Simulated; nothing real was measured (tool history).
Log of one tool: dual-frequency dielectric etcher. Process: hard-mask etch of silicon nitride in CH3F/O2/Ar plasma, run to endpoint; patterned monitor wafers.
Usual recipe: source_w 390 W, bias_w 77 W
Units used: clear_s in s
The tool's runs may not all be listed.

run   hour  source_w  bias_w  incoming incoming film thickness, nm  clear_s
  1      0       390      77                                 40.72     56.8
  2   19.9       390      77                                 41.09     57.4
  3   53.7       390      77                                 41.12     57.4
  4   67.3       390      77                                 40.88     57.3
  5   99.4       390      77                                 40.83     56.4
  6  111.8       390      87                                 40.98     55.1
  7  128.5       390      87                                 40.85     54.7
  8  183.5       390      87                                 40.83     54.5
  9    217       390      81                                 40.97     55.3
     258.3  -- wet clean of the chamber
 10  258.8       410      85                                 41.11     59.5
 11  266.2       410      85                                 41.39     60.4
 12  283.6       410      85                                 40.68     58.6
 13  306.5       390      77                                  40.9     62.6
     410.1  -- wet clean of the chamber, repeated, since the last time left the tool worse
 14  410.6       390      77                                 41.03       59
 15  430.8       390      77                                 40.91     58.7
 16  444.5       420      64                                 40.71     59.4
     468.5  -- bias power generator calibrated
 17    469       350      61                                  40.9     67.6
 18  484.2       350      77                                 41.13     61.8
 19  500.1       390      66                                 41.12     61.6
 20  558.3       390      77                                 40.86     58.6
     591.2  -- source power generator calibrated
 21  591.7       390      77                                 41.08     57.8
 22  613.4       310      61                                 40.87     69.5
 23  643.2       390      83                                 41.08     56.3
 24  662.4       390      77                                 40.87     57.4
 25  698.2       320      71                                  40.7     64.8
     728.4  -- upper electrode replaced
 26  728.9       360      67                                  40.4     61.6
 27  749.7       320      87                                 41.04     60.8
 28  780.4       450      84                                 40.67     51.2
 29  804.4       410      85                                 40.65     52.8
 30  817.8       390      77                                 41.14     57.5
     848.5  -- wet clean of the chamber
 31  851.6       480      61                                 40.99     56.9
 32  881.4       460      93                                 41.01     50.7
 33  895.6       310      77                                 41.11     65.6
 34  912.5       390      77                                 40.92     57.8
 35  932.9       390      69                                 40.25       59

What the log doesn't show, run by run:
source power that arrives over what is set, %: 0 across all the runs
bias power that arrives over what is set, %: 0 across all the runs
H1: etch rate over this chamber's usual, %
run       H1
  1      1.7
  2     1.86
  3     2.13
  4     2.24
  5      2.5
  6      2.6
  7     2.73
  8     3.18
  9     3.45
 10     -6.9
 11    -6.85
 12     -6.7
 13    -6.52
 14   -0.567
 15   -0.403
 16   -0.293
 17  -0.0948
 18    0.028
 19    0.156
 20    0.627
 21    0.896
 22     1.07
 23     1.31
 24     1.47
 25     1.76
 26        2
 27     2.17
 28     2.42
 29     2.61
 30     2.72
 31    0.482
 32    0.723
 33    0.838
 34    0.974
 35     1.14
